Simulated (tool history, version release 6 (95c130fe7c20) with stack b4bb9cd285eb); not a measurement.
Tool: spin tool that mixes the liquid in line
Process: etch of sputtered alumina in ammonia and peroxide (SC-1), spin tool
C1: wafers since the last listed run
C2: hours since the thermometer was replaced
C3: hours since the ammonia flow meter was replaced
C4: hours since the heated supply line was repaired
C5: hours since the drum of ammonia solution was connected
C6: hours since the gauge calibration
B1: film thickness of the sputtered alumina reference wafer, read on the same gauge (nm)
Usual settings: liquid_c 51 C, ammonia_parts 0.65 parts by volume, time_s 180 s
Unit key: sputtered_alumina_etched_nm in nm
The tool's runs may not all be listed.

run 1 hour=0 | liquid_c=51 ammonia_parts=0.45 time_s=180 | C1=0 C2=1452.4 C3=500.2 C4=1355 C5=83 C6=162.2 | B1=150.02 | sputtered_alumina_etched_nm=4.7
run 2 hour=52.3 | liquid_c=51 ammonia_parts=0.45 time_s=180 | C1=276 C2=1504.7 C3=552.5 C4=1407.3 C5=135.3 C6=214.5 | B1=150.02 | sputtered_alumina_etched_nm=4.66
run 3 hour=89.6 | liquid_c=51 ammonia_parts=0.65 time_s=180 | C1=197 C2=1542 C3=589.8 C4=1444.6 C5=172.6 C6=251.8 | B1=149.98 | sputtered_alumina_etched_nm=4.85
-- hour=101.8 ammonia flow meter replaced
-- hour=104.8 gauge calibrated
run 4 hour=105 | liquid_c=51 ammonia_parts=0.65 time_s=180 | C1=76 C2=1557.4 C3=3.2 C4=1460 C5=188 C6=0.2 | B1=149.95 | sputtered_alumina_etched_nm=4.87
run 5 hour=135.5 | liquid_c=51 ammonia_parts=0.65 time_s=180 | C1=161 C2=1587.9 C3=33.7 C4=1490.5 C5=218.5 C6=30.7 | B1=150.02 | sputtered_alumina_etched_nm=4.82
-- hour=137.7 thermometer replaced
run 6 hour=143.4 | liquid_c=48.5 ammonia_parts=0.55 time_s=180 | C1=36 C2=5.7 C3=41.6 C4=1498.4 C5=226.4 C6=38.6 | B1=150.02 | sputtered_alumina_etched_nm=4.09
run 7 hour=150.8 | liquid_c=48.5 ammonia_parts=0.65 time_s=180 | C1=39 C2=13.1 C3=49 C4=1505.8 C5=233.8 C6=46 | B1=149.98 | sputtered_alumina_etched_nm=4.11
-- hour=153.9 new drum of ammonia solution connected
run 8 hour=168.6 | liquid_c=48.5 ammonia_parts=0.65 time_s=180 | C1=88 C2=30.9 C3=66.8 C4=1523.6 C5=14.7 C6=63.8 | B1=150 | sputtered_alumina_etched_nm=4.13
run 9 hour=178.4 | liquid_c=48.5 ammonia_parts=0.65 time_s=180 | C1=51 C2=40.7 C3=76.6 C4=1533.4 C5=24.5 C6=73.6 | B1=149.98 | sputtered_alumina_etched_nm=4.19
run 10 hour=195.4 | liquid_c=48.5 ammonia_parts=0.65 time_s=180 | C1=90 C2=57.7 C3=93.6 C4=1550.4 C5=41.5 C6=90.6 | B1=149.95 | sputtered_alumina_etched_nm=4.13
run 11 hour=202.6 | liquid_c=51 ammonia_parts=0.65 time_s=180 | C1=38 C2=64.9 C3=100.8 C4=1557.6 C5=48.7 C6=97.8 | B1=150.02 | sputtered_alumina_etched_nm=4.79
run 12 hour=212.2 | liquid_c=51 ammonia_parts=0.9 time_s=215 | C1=50 C2=74.5 C3=110.4 C4=1567.2 C5=58.3 C6=107.4 | B1=150.02 | sputtered_alumina_etched_nm=5.81
-- hour=251.8 heated supply line repaired
run 13 hour=253 | liquid_c=55 ammonia_parts=0.4 time_s=220 | C1=210 C2=115.3 C3=151.2 C4=1.2 C5=99.1 C6=148.2 | B1=150 | sputtered_alumina_etched_nm=9.04
run 14 hour=263.3 | liquid_c=51 ammonia_parts=0.65 time_s=180 | C1=54 C2=125.6 C3=161.5 C4=11.5 C5=109.4 C6=158.5 | B1=150 | sputtered_alumina_etched_nm=6.17
run 15 hour=277.1 | liquid_c=51 ammonia_parts=0.45 time_s=180 | C1=73 C2=139.4 C3=175.3 C4=25.3 C5=123.2 C6=172.3 | B1=149.98 | sputtered_alumina_etched_nm=5.95
run 16 hour=284 | liquid_c=57.5 ammonia_parts=0.65 time_s=275 | C1=36 C2=146.3 C3=182.2 C4=32.2 C5=130.1 C6=179.2 | B1=149.97 | sputtered_alumina_etched_nm=13.41
run 17 hour=297.7 | liquid_c=56.5 ammonia_parts=0.65 time_s=180 | C1=72 C2=160 C3=195.9 C4=45.9 C5=143.8 C6=192.9 | B1=150 | sputtered_alumina_etched_nm=8.26
run 18 hour=313.8 | liquid_c=51 ammonia_parts=0.65 time_s=255 | C1=85 C2=176.1 C3=212 C4=62 C5=159.9 C6=209 | B1=150.01 | sputtered_alumina_etched_nm=8.85
run 19 hour=323.1 | liquid_c=57.5 ammonia_parts=0.8 time_s=115 | C1=49 C2=185.4 C3=221.3 C4=71.3 C5=169.2 C6=218.3 | B1=150.03 | sputtered_alumina_etched_nm=5.66

Branching from run 19: 5 alternative next runs. What would each branch give?
run A hour=323.6 | liquid_c=51 ammonia_parts=0.65 time_s=180 | C1=2 C2=185.9 C3=221.8 C4=71.8 C5=169.7 C6=218.8 | B1=? | sputtered_alumina_etched_nm=?
run B hour=323.6 | liquid_c=44 ammonia_parts=0.45 time_s=180 | C1=2 C2=185.9 C3=221.8 C4=71.8 C5=169.7 C6=218.8 | B1=? | sputtered_alumina_etched_nm=?
run C hour=323.6 | liquid_c=43.5 ammonia_parts=0.45 time_s=275 | C1=2 C2=185.9 C3=221.8 C4=71.8 C5=169.7 C6=218.8 | B1=? | sputtered_alumina_etched_nm=?
run D hour=323.6 | liquid_c=46 ammonia_parts=0.65 time_s=70 | C1=2 C2=185.9 C3=221.8 C4=71.8 C5=169.7 C6=218.8 | B1=? | sputtered_alumina_etched_nm=?
run E hour=323.6 | liquid_c=51 ammonia_parts=0.95 time_s=140 | C1=2 C2=185.9 C3=221.8 C4=71.8 C5=169.7 C6=218.8 | B1=? | sputtered_alumina_etched_nm=?

run=A B1=150.01 sputtered_alumina_etched_nm=6.08
run=B B1=150.01 sputtered_alumina_etched_nm=3.97
run=C B1=150.01 sputtered_alumina_etched_nm=5.89
run=D B1=150.01 sputtered_alumina_etched_nm=1.79
run=E B1=150.01 sputtered_alumina_etched_nm=4.91
Take away the tool's hidden state, keep each run's random variation, and the runs would have read:
run=A sputtered_alumina_etched_nm=6.18
run=B sputtered_alumina_etched_nm=4.03
run=C sputtered_alumina_etched_nm=5.99
run=D sputtered_alumina_etched_nm=1.82
run=E sputtered_alumina_etched_nm=4.98
